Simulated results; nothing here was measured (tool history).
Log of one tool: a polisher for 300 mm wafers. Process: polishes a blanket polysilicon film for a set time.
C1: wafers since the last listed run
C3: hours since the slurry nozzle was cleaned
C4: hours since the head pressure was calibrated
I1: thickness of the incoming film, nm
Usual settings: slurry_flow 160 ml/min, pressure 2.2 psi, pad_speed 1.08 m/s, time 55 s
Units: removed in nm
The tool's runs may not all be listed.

{"run": 1, "hour": 0.0, "slurry_flow": 140, "pressure": 2.2, "pad_speed": 1.38, "time": 55, "C1": 0, "wafers polished on this pad": 6, "C3": 314.8, "C4": 693.7, "I1": 1867.1, "removed": 402}
{"hour": 5.4, "done": "slurry nozzle cleaned"}
{"run": 2, "hour": 37.1, "slurry_flow": 160, "pressure": 2.2, "pad_speed": 1.08, "time": 55, "C1": 265, "wafers polished on this pad": 271, "C3": 31.7, "C4": 730.8, "I1": 1844.4, "removed": 320.8}
{"run": 3, "hour": 73.8, "slurry_flow": 160, "pressure": 2.2, "pad_speed": 1.08, "time": 55, "C1": 269, "wafers polished on this pad": 541, "C3": 68.4, "C4": 767.5, "I1": 1817.3, "removed": 309}
{"run": 4, "hour": 140.4, "slurry_flow": 160, "pressure": 2.2, "pad_speed": 1.08, "time": 55, "C1": 489, "wafers polished on this pad": 1030, "C3": 135, "C4": 834.1, "I1": 1876.8, "removed": 313.3}
{"hour": 150.1, "done": "worn pad replaced by a new one"}
{"run": 5, "hour": 197.8, "slurry_flow": 160, "pressure": 2.2, "pad_speed": 1.08, "time": 55, "C1": 392, "wafers polished on this pad": 350, "C3": 192.4, "C4": 891.5, "I1": 1845.4, "removed": 306.2}
{"run": 6, "hour": 267.9, "slurry_flow": 160, "pressure": 2.2, "pad_speed": 1.08, "time": 55, "C1": 514, "wafers polished on this pad": 865, "C3": 262.5, "C4": 961.6, "I1": 1811.8, "removed": 315.9}
{"run": 7, "hour": 302.7, "slurry_flow": 160, "pressure": 2.2, "pad_speed": 1.08, "time": 55, "C1": 255, "wafers polished on this pad": 1121, "C3": 297.3, "C4": 996.4, "I1": 1867.6, "removed": 309.2}
{"hour": 320.4, "done": "worn pad replaced by a new one"}
{"run": 8, "hour": 343.2, "slurry_flow": 160, "pressure": 2.2, "pad_speed": 1.08, "time": 55, "C1": 268, "wafers polished on this pad": 167, "C3": 337.8, "C4": 1036.9, "I1": 1854.5, "removed": 306}
{"hour": 402.1, "done": "slurry nozzle cleaned"}
{"run": 9, "hour": 409.9, "slurry_flow": 160, "pressure": 2.2, "pad_speed": 1.4, "time": 68, "C1": 482, "wafers polished on this pad": 649, "C3": 7.8, "C4": 1103.6, "I1": 1846.1, "removed": 495.6}
{"run": 10, "hour": 436.5, "slurry_flow": 125, "pressure": 2.7, "pad_speed": 1.08, "time": 43, "C1": 195, "wafers polished on this pad": 845, "C3": 34.4, "C4": 1130.2, "I1": 1853.2, "removed": 276.3}
{"hour": 462.8, "done": "worn pad replaced by a new one"}
{"run": 11, "hour": 485.8, "slurry_flow": 160, "pressure": 2.2, "pad_speed": 1.08, "time": 63, "C1": 332, "wafers polished on this pad": 168, "C3": 83.7, "C4": 1179.5, "I1": 1834.2, "removed": 355.7}
{"run": 12, "hour": 511.2, "slurry_flow": 160, "pressure": 2.2, "pad_speed": 1.08, "time": 55, "C1": 186, "wafers polished on this pad": 355, "C3": 109.1, "C4": 1204.9, "I1": 1837.3, "removed": 307.2}
{"hour": 572.4, "done": "head pressure recalibrated"}
{"hour": 606.2, "done": "worn pad replaced by a new one"}
{"run": 13, "hour": 667.2, "slurry_flow": 160, "pressure": 2.2, "pad_speed": 1.08, "time": 41, "C1": 1101, "wafers polished on this pad": 448, "C3": 265.1, "C4": 94.8, "I1": 1866.7, "removed": 236.5}
{"run": 14, "hour": 736.0, "slurry_flow": 160, "pressure": 1.5, "pad_speed": 1.08, "time": 55, "C1": 505, "wafers polished on this pad": 953, "C3": 333.9, "C4": 163.6, "I1": 1847.2, "removed": 231.1}
{"hour": 762.1, "done": "worn pad replaced by a new one"}
{"hour": 762.3, "done": "slurry nozzle cleaned"}
{"run": 15, "hour": 773.0, "slurry_flow": 160, "pressure": 2, "pad_speed": 0.86, "time": 55, "C1": 241, "wafers polished on this pad": 78, "C3": 10.7, "C4": 200.6, "I1": 1855.9, "removed": 228.4}

Forecast each of these 5 alternatives for the next run:
{"run": "A", "hour": 773.4, "slurry_flow": 160, "pressure": 2.2, "pad_speed": 1.08, "time": 38, "C1": 2, "wafers polished on this pad": 81, "C3": 11.1, "C4": 201, "I1": 1841.5, "removed": "?"}
{"run": "B", "hour": 773.4, "slurry_flow": 130, "pressure": 2.2, "pad_speed": 0.98, "time": 55, "C1": 2, "wafers polished on this pad": 81, "C3": 11.1, "C4": 201, "I1": 1841.5, "removed": "?"}
{"run": "C", "hour": 773.4, "slurry_flow": 125, "pressure": 1.8, "pad_speed": 1.44, "time": 55, "C1": 2, "wafers polished on this pad": 81, "C3": 11.1, "C4": 201, "I1": 1841.5, "removed": "?"}
{"run": "D", "hour": 773.4, "slurry_flow": 160, "pressure": 2.2, "pad_speed": 0.76, "time": 55, "C1": 2, "wafers polished on this pad": 81, "C3": 11.1, "C4": 201, "I1": 1841.5, "removed": "?"}
{"run": "E", "hour": 773.4, "slurry_flow": 160, "pressure": 2.5, "pad_speed": 1.24, "time": 62, "C1": 2, "wafers polished on this pad": 81, "C3": 11.1, "C4": 201, "I1": 1841.5, "removed": "?"}

run=A removed=219.9
run=B removed=278.4
run=C removed=343.6
run=D removed=224.4
run=E removed=458.7
Without the tool's hidden state the same runs would have given:
run=A removed=219.9
run=B removed=278.4
run=C removed=343.6
run=D removed=224.4
run=E removed=458.7
